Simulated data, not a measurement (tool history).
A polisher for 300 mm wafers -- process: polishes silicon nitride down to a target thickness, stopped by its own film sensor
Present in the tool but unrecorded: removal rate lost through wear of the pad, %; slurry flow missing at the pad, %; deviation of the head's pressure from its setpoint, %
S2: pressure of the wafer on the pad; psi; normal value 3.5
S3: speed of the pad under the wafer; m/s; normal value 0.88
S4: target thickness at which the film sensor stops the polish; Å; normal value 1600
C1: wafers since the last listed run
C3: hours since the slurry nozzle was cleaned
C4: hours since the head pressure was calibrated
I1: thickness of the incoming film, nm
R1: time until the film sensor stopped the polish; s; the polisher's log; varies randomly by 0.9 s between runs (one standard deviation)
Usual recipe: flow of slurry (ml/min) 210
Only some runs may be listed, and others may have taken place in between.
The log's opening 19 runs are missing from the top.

run 20 hour=956.4 | flow_of_slurry_(ml/min)=210 S2=2.5 S3=0.88 S4=2010 | C1=284 wafers_polished_on_this_pad=3958 C3=175.6 C4=1054.9 | I1=325.3 | R1=102.4
-- hour=988.6 worn pad replaced by a new one
run 21 hour=989.1 | flow_of_slurry_(ml/min)=270 S2=3.0 S3=0.88 S4=2110 | C1=302 wafers_polished_on_this_pad=5 C3=208.3 C4=1087.6 | I1=322.8 | R1=78.0
run 22 hour=1017.0 | flow_of_slurry_(ml/min)=210 S2=4.2 S3=0.88 S4=1760 | C1=293 wafers_polished_on_this_pad=298 C3=236.2 C4=1115.5 | I1=317.7 | R1=80.4
run 23 hour=1053.8 | flow_of_slurry_(ml/min)=165 S2=4.1 S3=0.88 S4=1600 | C1=387 wafers_polished_on_this_pad=686 C3=273.0 C4=1152.3 | I1=321.8 | R1=96.4
run 24 hour=1080.5 | flow_of_slurry_(ml/min)=280 S2=2.4 S3=1.14 S4=2150 | C1=281 wafers_polished_on_this_pad=967 C3=299.7 C4=1179.0 | I1=321.6 | R1=69.6
-- hour=1103.3 slurry nozzle cleaned
run 25 hour=1116.9 | flow_of_slurry_(ml/min)=160 S2=3.5 S3=0.88 S4=1310 | C1=372 wafers_polished_on_this_pad=1339 C3=13.6 C4=1215.4 | I1=322.5 | R1=127.9
run 26 hour=1174.4 | flow_of_slurry_(ml/min)=210 S2=3.5 S3=0.72 S4=1600 | C1=605 wafers_polished_on_this_pad=1945 C3=71.1 C4=1272.9 | I1=319.3 | R1=118.8
run 27 hour=1204.2 | flow_of_slurry_(ml/min)=180 S2=4.3 S3=1.02 S4=1600 | C1=313 wafers_polished_on_this_pad=2258 C3=100.9 C4=1302.7 | I1=320.8 | R1=79.2
run 28 hour=1239.5 | flow_of_slurry_(ml/min)=210 S2=4.5 S3=0.98 S4=1980 | C1=371 wafers_polished_on_this_pad=2630 C3=136.2 C4=1338.0 | I1=316.5 | R1=57.9
-- hour=1257.6 head pressure recalibrated
run 29 hour=1280.7 | flow_of_slurry_(ml/min)=210 S2=2.8 S3=0.88 S4=2120 | C1=412 wafers_polished_on_this_pad=3043 C3=177.4 C4=23.1 | I1=317.8 | R1=85.4
run 30 hour=1320.9 | flow_of_slurry_(ml/min)=210 S2=3.5 S3=0.88 S4=1600 | C1=423 wafers_polished_on_this_pad=3466 C3=217.6 C4=63.3 | I1=314.9 | R1=106.8
run 31 hour=1353.3 | flow_of_slurry_(ml/min)=210 S2=3.5 S3=0.88 S4=1600 | C1=341 wafers_polished_on_this_pad=3807 C3=250.0 C4=95.7 | I1=320.0 | R1=110.1
-- hour=1373.4 worn pad replaced by a new one
run 32 hour=1416.1 | flow_of_slurry_(ml/min)=285 S2=4.7 S3=0.88 S4=1360 | C1=619 wafers_polished_on_this_pad=449 C3=312.8 C4=158.5 | I1=318.1 | R1=97.6
run 33 hour=1465.0 | flow_of_slurry_(ml/min)=210 S2=4.6 S3=1.02 S4=2000 | C1=514 wafers_polished_on_this_pad=964 C3=361.7 C4=207.4 | I1=319.2 | R1=59.2
-- hour=1520.8 slurry nozzle cleaned
run 34 hour=1529.6 | flow_of_slurry_(ml/min)=210 S2=4.7 S3=0.88 S4=1600 | C1=669 wafers_polished_on_this_pad=1633 C3=8.8 C4=272.0 | I1=316.4 | R1=85.7
run 35 hour=1570.0 | flow_of_slurry_(ml/min)=275 S2=4.7 S3=0.70 S4=1100 | C1=425 wafers_polished_on_this_pad=2059 C3=49.2 C4=312.4 | I1=313.0 | R1=127.9
run 36 hour=1616.1 | flow_of_slurry_(ml/min)=210 S2=3.5 S3=1.12 S4=1600 | C1=485 wafers_polished_on_this_pad=2544 C3=95.3 C4=358.5 | I1=320.7 | R1=89.4
run 37 hour=1677.3 | flow_of_slurry_(ml/min)=210 S2=3.5 S3=0.88 S4=1600 | C1=644 wafers_polished_on_this_pad=3188 C3=156.5 C4=419.7 | I1=320.0 | R1=106.6

4 ways to go on from here, each from the tool as it stands after run 37. What would each give?
run A hour=1677.7 | flow_of_slurry_(ml/min)=210 S2=3.5 S3=0.88 S4=1600 | C1=4 wafers_polished_on_this_pad=3192 C3=156.9 C4=420.1 | I1=322.6 | R1=?
run B hour=1677.7 | flow_of_slurry_(ml/min)=190 S2=4.5 S3=0.66 S4=1600 | C1=4 wafers_polished_on_this_pad=3192 C3=156.9 C4=420.1 | I1=322.6 | R1=?
run C hour=1677.7 | flow_of_slurry_(ml/min)=210 S2=4.3 S3=0.60 S4=2070 | C1=4 wafers_polished_on_this_pad=3192 C3=156.9 C4=420.1 | I1=322.6 | R1=?
run D hour=1677.7 | flow_of_slurry_(ml/min)=210 S2=2.5 S3=1.08 S4=1880 | C1=4 wafers_polished_on_this_pad=3192 C3=156.9 C4=420.1 | I1=322.6 | R1=?

run=A R1=108.9
run=B R1=115.3
run=C R1=90.2
run=D R1=96.4
What these runs would have given with no unlogged condition in the tool:
run=A R1=112.1
run=B R1=118.7
run=C R1=92.9
run=D R1=99.3
